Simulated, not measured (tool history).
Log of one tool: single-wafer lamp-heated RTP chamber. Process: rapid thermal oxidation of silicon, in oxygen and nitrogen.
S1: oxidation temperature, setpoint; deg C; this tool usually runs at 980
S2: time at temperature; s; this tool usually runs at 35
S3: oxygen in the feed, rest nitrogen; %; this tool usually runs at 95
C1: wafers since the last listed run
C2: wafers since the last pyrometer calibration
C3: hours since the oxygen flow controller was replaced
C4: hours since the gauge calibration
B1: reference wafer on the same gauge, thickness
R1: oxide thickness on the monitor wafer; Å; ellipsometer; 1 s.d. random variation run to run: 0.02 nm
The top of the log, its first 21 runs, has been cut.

run,hour,S1,S2,S3,C1,C2,C3,C4,B1,R1
22,315.2,980,35,95,121,351,5440.7,42.2,3.893,41.63
23,325.7,980,40,95,85,437,5451.2,52.7,3.89,44.31
# hour 339.7: oxygen flow controller replaced
24,340.2,980,35,95,53,490,0.5,67.2,3.889,41.7
25,346.2,980,43,98,49,539,6.5,73.2,3.888,46.15
26,356.2,1010,52,69,81,621,16.5,83.2,3.896,54.71
27,373.1,980,35,95,138,759,33.4,100.1,3.889,41.55
28,389.1,991,24,98,130,890,49.4,116.1,3.895,39.6
29,398.5,957,29,82,76,967,58.8,125.5,3.889,32.11
30,408.3,1008,35,95,80,1047,68.6,135.3,3.881,51.06
31,422.2,1005,51,95,113,1161,82.5,149.2,3.891,58.42
32,473.2,1006,35,67,416,1577,133.5,200.2,3.897,44.74
33,480.6,980,35,95,60,1638,140.9,207.6,3.893,41.79
34,498.1,966,35,95,143,1781,158.4,225.1,3.884,38.28
35,513.3,980,29,95,124,1905,173.6,240.3,3.888,38.68
36,521,980,35,95,62,1968,181.3,248,3.885,42.03
37,529.8,954,35,98,71,2040,190.1,256.8,3.883,35.75
38,546.2,1001,46,76,134,2174,206.5,273.2,3.882,50.71

Consider 4 possible next runs. They are alternatives, not a sequence: every one starts from the tool as it was left by run 38. What does each give?
A,546.6,1009,35,95,3,2178,206.9,273.6,?,?
B,546.6,953,29,95,3,2178,206.9,273.6,?,?
C,546.6,966,29,98,3,2178,206.9,273.6,?,?
D,546.6,1003,31,85,3,2178,206.9,273.6,?,?

run,B1,R1
A,3.89,51.24
B,3.89,32.85
C,3.89,35.84
D,3.89,45.03
Take away the tool's hidden state, keep each run's random variation, and the runs would have read:
run,R1
A,50.94
B,32.69
C,35.65
D,44.78
